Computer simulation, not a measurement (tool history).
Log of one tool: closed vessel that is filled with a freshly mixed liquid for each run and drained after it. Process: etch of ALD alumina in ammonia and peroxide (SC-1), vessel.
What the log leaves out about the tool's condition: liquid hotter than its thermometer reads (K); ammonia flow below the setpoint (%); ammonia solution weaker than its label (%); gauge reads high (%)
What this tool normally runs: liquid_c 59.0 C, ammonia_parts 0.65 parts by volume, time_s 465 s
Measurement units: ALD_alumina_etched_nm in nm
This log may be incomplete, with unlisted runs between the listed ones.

run    hour  liquid_c  ammonia_parts  time_s  wafers since the last listed run  hours since the thermometer was replaced  hours since the ammonia flow meter was replaced  hours since the drum of ammonia solution was connected  hours since the gauge calibration  read-back film thickness of the ALD alumina reference wafer, read on the same gauge (nm)  ALD_alumina_etched_nm
  1     0.0      52.0           0.85     465                                 0                                     322.9                                              8.3                                                   244.5                              933.1                                                                                    120.01                  33.57
  2    63.7      59.0           0.65     465                              5413                                     386.6                                             72.0                                                   308.2                              996.8                                                                                    119.99                  47.51
  3   112.6      59.0           0.65     465                              4155                                     435.5                                            120.9                                                   357.1                             1045.7                                                                                    120.01                  47.58
  4   167.2      59.0           0.65     465                              4640                                     490.1                                            175.5                                                   411.7                             1100.3                                                                                    120.00                  47.49
  5   209.4      59.0           0.65     465                              3586                                     532.3                                            217.7                                                   453.9                             1142.5                                                                                    120.01                  47.79
      254.7  -- thermometer replaced
  6   279.8      59.0           0.65     465                              5898                                      25.1                                            288.1                                                   524.3                             1212.9                                                                                    119.97                  46.24
  7   348.4      52.0           0.65     465                              5830                                      93.7                                            356.7                                                   592.9                             1281.5                                                                                    120.00                  32.18
      410.8  -- new drum of ammonia solution connected
  8   416.1      66.5           0.65     465                              5668                                     161.4                                            424.4                                                     5.3                             1349.2                                                                                    120.00                  68.88
  9   462.3      65.0           0.65     465                              3926                                     207.6                                            470.6                                                    51.5                             1395.4                                                                                    119.99                  64.19
 10   527.7      59.0           0.85     650                              5558                                     273.0                                            536.0                                                   116.9                             1460.8                                                                                    119.95                  68.26
 11   587.2      59.0           0.65     465                              5056                                     332.5                                            595.5                                                   176.4                             1520.3                                                                                    119.99                  47.85
 12   647.2      59.0           0.65     465                              5099                                     392.5                                            655.5                                                   236.4                             1580.3                                                                                    119.95                  47.61
 13   813.6      59.0           0.65     465                             14142                                     558.9                                            821.9                                                   402.8                             1746.7                                                                                    119.99                  47.93
 14   868.8      59.0           0.65     465                              4691                                     614.1                                            877.1                                                   458.0                             1801.9                                                                                    120.01                  48.12
      916.9  -- thermometer replaced
      932.8  -- new drum of ammonia solution connected
      984.5  -- gauge calibrated
 15   992.2      59.0           0.35     465                             10317                                      75.3                                           1000.5                                                    59.4                                7.7                                                                                    119.99                  44.19
 16  1029.5      67.0           0.50     300                              3170                                     112.6                                           1037.8                                                    96.7                               45.0                                                                                    120.02                  44.16
 17  1091.4      55.0           0.35     465                              5260                                     174.5                                           1099.7                                                   158.6                              106.9                                                                                    119.99                  35.90
     1127.1  -- ammonia flow meter replaced
 18  1159.9      62.5           0.65     270                              5736                                     243.0                                             32.8                                                   227.1                              175.4                                                                                    119.98                  32.86

Run 19, settings as shown, results not yet in. Your forecast:
 19  1229.5      54.0           0.65     210                              5915                                     312.6                                            102.4                                                   296.7                              245.0                                                                                         ?                      ?

{"run 19": {"read-back film thickness of the ALD alumina reference wafer, read on the same gauge (nm)": 120.0, "ALD_alumina_etched_nm": 16.44}}
The same run, on a tool lacking any hidden state, would have yielded ALD_alumina_etched_nm 16.25 nm.
